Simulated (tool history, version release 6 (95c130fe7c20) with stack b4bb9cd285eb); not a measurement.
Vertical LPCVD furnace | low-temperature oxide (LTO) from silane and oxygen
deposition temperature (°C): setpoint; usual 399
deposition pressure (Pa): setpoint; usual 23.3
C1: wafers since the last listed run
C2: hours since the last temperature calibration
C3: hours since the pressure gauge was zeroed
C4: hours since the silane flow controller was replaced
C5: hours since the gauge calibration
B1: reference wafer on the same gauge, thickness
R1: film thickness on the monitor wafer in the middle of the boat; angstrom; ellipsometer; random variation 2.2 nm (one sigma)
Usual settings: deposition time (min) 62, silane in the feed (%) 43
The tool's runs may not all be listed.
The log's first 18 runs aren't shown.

Run 19, hour 1045.9: usual settings but deposition pressure (Pa) 21.3; C1 588; C2 3508; C3 282.6; C4 389.1; C5 341.8; B1 573.08. Result: R1 4432.6 angstrom.
At hour 1092.1: thermocouples replaced and temperature profile calibrated.
Run 20, hour 1092.6: usual settings but deposition temperature (°C) 404, deposition pressure (Pa) 28.7, deposition time (min) 49, silane in the feed (%) 36; C1 206; C2 0.5; C3 329.3; C4 435.8; C5 388.5; B1 572.72. Result: R1 4062 angstrom.
Run 21, hour 1123.5: usual settings but deposition temperature (°C) 403, deposition pressure (Pa) 28.7; C1 280; C2 31.4; C3 360.2; C4 466.7; C5 419.4; B1 573.23. Result: R1 6217.9 angstrom.
Run 22, hour 1162.4: usual settings but deposition temperature (°C) 395, deposition pressure (Pa) 22; C1 353; C2 70.3; C3 399.1; C4 505.6; C5 458.3; B1 573.31. Result: R1 4408.1 angstrom.
Run 23, hour 1212.1: usual settings but deposition time (min) 85.5, silane in the feed (%) 50; C1 451; C2 120; C3 448.8; C4 555.3; C5 508; B1 572.76. Result: R1 7658.5 angstrom.
Run 24, hour 1269.3: usual settings but silane in the feed (%) 39; C1 520; C2 177.2; C3 506; C4 612.5; C5 565.2; B1 573.22. Result: R1 4357.6 angstrom.
Run 25, hour 1317.3: usual settings but deposition temperature (°C) 410, deposition pressure (Pa) 18.7, deposition time (min) 41.5, silane in the feed (%) 39; C1 436; C2 225.2; C3 554; C4 660.5; C5 613.2; B1 573.11. Result: R1 2606.4 angstrom.
Run 26, hour 1342.2: usual settings but deposition temperature (°C) 394, deposition pressure (Pa) 20, deposition time (min) 68.5, silane in the feed (%) 38; C1 226; C2 250.1; C3 578.9; C4 685.4; C5 638.1; B1 572.68. Result: R1 3740.1 angstrom.
Run 27, hour 1397.7: usual settings; C1 504; C2 305.6; C3 634.4; C4 740.9; C5 693.6; B1 573.06. Result: R1 4854.3 angstrom.
Run 28, hour 1436.4: usual settings; C1 351; C2 344.3; C3 673.1; C4 779.6; C5 732.3; B1 572.79. Result: R1 4854.8 angstrom.
Run 29, hour 1487.6: usual settings; C1 465; C2 395.5; C3 724.3; C4 830.8; C5 783.5; B1 573.13. Result: R1 4862.7 angstrom.
Run 30, hour 1542.5: usual settings; C1 499; C2 450.4; C3 779.2; C4 885.7; C5 838.4; B1 572.99. Result: R1 4848.8 angstrom.
Run 31, hour 1647.8: usual settings but deposition pressure (Pa) 24.7; C1 957; C2 555.7; C3 884.5; C4 991; C5 943.7; B1 572.27. Result: R1 5159.7 angstrom.

4 ways to go on from here, each from the tool as it stands after run 31. What would each give?
Run A, hour 1652.9: usual settings; C1 46; C2 560.8; C3 889.6; C4 996.1; C5 948.8; B1 ?. Result: R1 ?.
Run B, hour 1652.9: usual settings but deposition temperature (°C) 395; C1 46; C2 560.8; C3 889.6; C4 996.1; C5 948.8; B1 ?. Result: R1 ?.
Run C, hour 1652.9: usual settings but deposition pressure (Pa) 26.7; C1 46; C2 560.8; C3 889.6; C4 996.1; C5 948.8; B1 ?. Result: R1 ?.
Run D, hour 1652.9: usual settings but deposition temperature (°C) 389, silane in the feed (%) 37; C1 46; C2 560.8; C3 889.6; C4 996.1; C5 948.8; B1 ?. Result: R1 ?.

run      B1      R1
  A  572.89  4861.8
  B  572.89  4654.3
  C  572.89  5556.3
  D  572.89  3619.2
Without the tool's hidden state the same runs would have given:
run      R1
  A  4861.8
  B  4654.3
  C  5556.3
  D  3619.2

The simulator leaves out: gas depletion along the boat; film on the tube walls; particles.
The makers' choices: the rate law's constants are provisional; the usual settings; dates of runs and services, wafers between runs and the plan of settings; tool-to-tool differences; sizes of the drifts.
